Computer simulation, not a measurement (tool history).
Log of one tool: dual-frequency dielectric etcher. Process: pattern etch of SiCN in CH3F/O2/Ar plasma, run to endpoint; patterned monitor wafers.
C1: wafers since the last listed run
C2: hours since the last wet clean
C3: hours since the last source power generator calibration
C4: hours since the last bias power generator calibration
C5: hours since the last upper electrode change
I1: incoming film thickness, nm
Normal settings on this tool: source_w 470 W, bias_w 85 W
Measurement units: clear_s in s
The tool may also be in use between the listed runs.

Run 1, hour 0.0: usual settings but bias_w 71 W; C1 0; C2 444.7; C3 3270.5; C4 689.5; C5 4068.0; I1 8.57. Result: clear_s 21.6 s.
Run 2, hour 65.8: usual settings but bias_w 71 W; C1 954; C2 510.5; C3 3336.3; C4 755.3; C5 4133.8; I1 8.49. Result: clear_s 21.6 s.
Run 3, hour 115.1: usual settings; C1 715; C2 559.8; C3 3385.6; C4 804.6; C5 4183.1; I1 8.61. Result: clear_s 20.8 s.
Run 4, hour 170.9: usual settings; C1 809; C2 615.6; C3 3441.4; C4 860.4; C5 4238.9; I1 8.63. Result: clear_s 21.2 s.
At hour 217.4: wet clean of the chamber.
Run 5, hour 268.1: usual settings but bias_w 98 W; C1 1062; C2 50.7; C3 3538.6; C4 957.6; C5 4336.1; I1 8.59. Result: clear_s 19.7 s.
Run 6, hour 323.6: usual settings but bias_w 98 W; C1 805; C2 106.2; C3 3594.1; C4 1013.1; C5 4391.6; I1 8.56. Result: clear_s 19.6 s.
Run 7, hour 383.6: usual settings but source_w 410 W, bias_w 98 W; C1 870; C2 166.2; C3 3654.1; C4 1073.1; C5 4451.6; I1 8.56. Result: clear_s 21.0 s.
Run 8, hour 461.5: usual settings; C1 1130; C2 244.1; C3 3732.0; C4 1151.0; C5 4529.5; I1 8.55. Result: clear_s 20.8 s.
Run 9, hour 518.0: usual settings; C1 819; C2 300.6; C3 3788.5; C4 1207.5; C5 4586.0; I1 8.54. Result: clear_s 21.1 s.
Run 10, hour 613.0: usual settings; C1 1378; C2 395.6; C3 3883.5; C4 1302.5; C5 4681.0; I1 8.63. Result: clear_s 21.2 s.
Run 11, hour 689.5: usual settings; C1 1109; C2 472.1; C3 3960.0; C4 1379.0; C5 4757.5; I1 8.54. Result: clear_s 21.1 s.
Run 12, hour 733.8: usual settings; C1 642; C2 516.4; C3 4004.3; C4 1423.3; C5 4801.8; I1 8.55. Result: clear_s 21.3 s.
Run 13, hour 835.7: usual settings; C1 1478; C2 618.3; C3 4106.2; C4 1525.2; C5 4903.7; I1 8.47. Result: clear_s 21.3 s.
At hour 892.3: wet clean of the chamber.
At hour 966.1: upper electrode replaced.
Run 14, hour 1022.3: usual settings but bias_w 95 W; C1 2010; C2 130.0; C3 4292.8; C4 1711.8; C5 56.2; I1 8.54. Result: clear_s 19.8 s.
At hour 1063.2: bias power generator calibrated.
Run 15, hour 1116.4: usual settings but bias_w 95 W; C1 1307; C2 224.1; C3 4386.9; C4 53.2; C5 150.3; I1 8.62. Result: clear_s 20.0 s.
At hour 1155.1: source power generator calibrated.
Run 16, hour 1158.6: usual settings but bias_w 95 W; C1 554; C2 266.3; C3 3.5; C4 95.4; C5 192.5; I1 8.67. Result: clear_s 20.3 s.
Run 17, hour 1247.5: usual settings but source_w 590 W, bias_w 71 W; C1 1289; C2 355.2; C3 92.4; C4 184.3; C5 281.4; I1 8.53. Result: clear_s 19.6 s.
Run 18, hour 1354.0: usual settings but source_w 380 W, bias_w 78 W; C1 1545; C2 461.7; C3 198.9; C4 290.8; C5 387.9; I1 8.66. Result: clear_s 23.5 s.
At hour 1428.8: wet clean of the chamber.
Run 19, hour 1459.5: usual settings; C1 1182; C2 30.7; C3 304.4; C4 396.3; C5 493.4; I1 8.61. Result: clear_s 20.2 s.
Run 20, hour 1536.4: usual settings but source_w 520 W, bias_w 68 W; C1 1115; C2 107.6; C3 381.3; C4 473.2; C5 570.3; I1 8.59. Result: clear_s 20.6 s.
Run 21, hour 1587.1: usual settings; C1 735; C2 158.3; C3 432.0; C4 523.9; C5 621.0; I1 8.44. Result: clear_s 20.0 s.
Run 22, hour 1638.8: usual settings but source_w 560 W, bias_w 69 W; C1 750; C2 210.0; C3 483.7; C4 575.6; C5 672.7; I1 8.55. Result: clear_s 20.0 s.
Run 23, hour 1689.0: usual settings; C1 728; C2 260.2; C3 533.9; C4 625.8; C5 722.9; I1 8.62. Result: clear_s 20.4 s.
Run 24, hour 1776.8: usual settings but source_w 430 W, bias_w 105 W; C1 1273; C2 348.0; C3 621.7; C4 713.6; C5 810.7; I1 8.65. Result: clear_s 20.5 s.
Run 25, hour 1846.1: usual settings; C1 1005; C2 417.3; C3 691.0; C4 782.9; C5 880.0; I1 8.64. Result: clear_s 21.1 s.
Run 26, hour 1942.6: usual settings but bias_w 70 W; C1 1400; C2 513.8; C3 787.5; C4 879.4; C5 976.5; I1 8.53. Result: clear_s 21.8 s.
At hour 1981.8: wet clean of the chamber.
Run 27, hour 1982.3: usual settings but source_w 560 W, bias_w 65 W; C1 227; C2 0.5; C3 827.2; C4 919.1; C5 1016.2; I1 8.61. Result: clear_s 20.2 s.
Run 28, hour 2040.8: usual settings but source_w 500 W; C1 848; C2 59.0; C3 885.7; C4 977.6; C5 1074.7; I1 8.66. Result: clear_s 19.9 s.
Run 29, hour 2094.3: usual settings; C1 776; C2 112.5; C3 939.2; C4 1031.1; C5 1128.2; I1 8.59. Result: clear_s 20.3 s.
Run 30, hour 2171.2: usual settings; C1 1115; C2 189.4; C3 1016.1; C4 1108.0; C5 1205.1; I1 8.67. Result: clear_s 20.8 s.
Run 31, hour 2274.5: usual settings but source_w 520 W, bias_w 65 W; C1 1498; C2 292.7; C3 1119.4; C4 1211.3; C5 1308.4; I1 8.68. Result: clear_s 21.2 s.
Run 32, hour 2385.9: usual settings; C1 1616; C2 404.1; C3 1230.8; C4 1322.7; C5 1419.8; I1 8.64. Result: clear_s 21.1 s.
Run 33, hour 2481.3: usual settings but bias_w 69 W; C1 1384; C2 499.5; C3 1326.2; C4 1418.1; C5 1515.2; I1 8.54. Result: clear_s 22.2 s.
At hour 2488.9: bias power generator calibrated.
At hour 2534.3: wet clean of the chamber.
Run 34, hour 2538.7: usual settings but source_w 520 W, bias_w 91 W; C1 426; C2 4.4; C3 1383.6; C4 49.8; C5 1572.6; I1 8.67. Result: clear_s 19.2 s.
Run 35, hour 2580.7: usual settings but source_w 400 W; C1 609; C2 46.4; C3 1425.6; C4 91.8; C5 1614.6; I1 8.58. Result: clear_s 21.7 s.

Entry by entry between the runs, the difference in hidden state between the last listed run before and the first listed run after:
From run 4 to run 5: wet clean of the chamber (hour 217.4)
  etch rate over this chamber's usual, %: -4.37 -> -1.67
  measured value less the no-hidden-state value, clear_s: +0.9 -> +0.3 s
From run 13 to run 14: wet clean of the chamber (hour 892.3); upper electrode replaced (hour 966.1)
  etch rate over this chamber's usual, %: -6.71 -> -0.961
  measured value less the no-hidden-state value, clear_s: +1.4 -> +0.2 s
From run 14 to run 15: bias power generator calibrated (hour 1063.2)
  etch rate over this chamber's usual, %: -0.961 -> -1.8
  measured value less the no-hidden-state value, clear_s: +0.2 -> +0.4 s
From run 15 to run 16: source power generator calibrated (hour 1155.1)
  etch rate over this chamber's usual, %: -1.8 -> -2.17
  measured value less the no-hidden-state value, clear_s: +0.4 -> +0.5 s
From run 18 to run 19: wet clean of the chamber (hour 1428.8)
  etch rate over this chamber's usual, %: -3.9 -> 0.178
  measured value less the no-hidden-state value, clear_s: +0.9 -> +0.0 s
From run 26 to run 27: wet clean of the chamber (hour 1981.8)
  etch rate over this chamber's usual, %: -4.11 -> -0.149
  measured value less the no-hidden-state value, clear_s: +0.9 -> +0.1 s
From run 33 to run 34: bias power generator calibrated (hour 2488.9); wet clean of the chamber (hour 2534.3)
  etch rate over this chamber's usual, %: -4.58 -> 0.0152
  measured value less the no-hidden-state value, clear_s: +1.0 -> +0.0 s
